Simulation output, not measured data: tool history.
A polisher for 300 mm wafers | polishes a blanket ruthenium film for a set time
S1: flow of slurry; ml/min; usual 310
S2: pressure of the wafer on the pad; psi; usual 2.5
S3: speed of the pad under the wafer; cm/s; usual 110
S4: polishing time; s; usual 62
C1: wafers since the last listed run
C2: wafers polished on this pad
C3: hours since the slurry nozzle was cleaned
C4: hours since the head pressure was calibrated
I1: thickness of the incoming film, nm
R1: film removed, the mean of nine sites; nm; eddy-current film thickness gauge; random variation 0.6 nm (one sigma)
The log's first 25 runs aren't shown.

run     day   S1   S2   S3  S4   C1    C2     C3     C4     I1     R1
 26  30.204  310  2.5  110  68  112   948  148.9  157.1  344.4  101.0
 27  31.325  310  2.0  110  62  169  1118  175.8  184.0  340.7   79.9
     32.550  -- worn pad replaced by a new one
 28  32.700  370  2.5  110  80  183    23  208.8  217.0  340.6  119.4
 29  33.296  310  1.8  110  62   90   113  223.1  231.3  342.6   75.5
 30  33.850  310  2.5  134  43   83   197  236.4  244.6  342.3   76.2
 31  35.288  310  2.5   92  62  217   414  270.9  279.1  341.0   76.4
 32  36.421  310  3.3  110  62  171   586  298.1  306.3  337.1  106.7
 33  37.292  230  2.5   72  78  131   718  319.0  327.2  339.3   72.6

3 ways to go on from here, each from the tool as it stands after run 33. What would each give?
  A  37.308  310  2.5  110  62   2  721  319.4  327.6  340.2   ?
  B  37.308  310  2.5  110  73   2  721  319.4  327.6  340.2   ?
  C  37.308  200  2.5  110  62   2  721  319.4  327.6  340.2   ?

run     R1
  A   89.7
  B  105.7
  C   86.7
Without the tool's hidden state the same runs would have given:
run     R1
  A   91.9
  B  108.2
  C   89.4

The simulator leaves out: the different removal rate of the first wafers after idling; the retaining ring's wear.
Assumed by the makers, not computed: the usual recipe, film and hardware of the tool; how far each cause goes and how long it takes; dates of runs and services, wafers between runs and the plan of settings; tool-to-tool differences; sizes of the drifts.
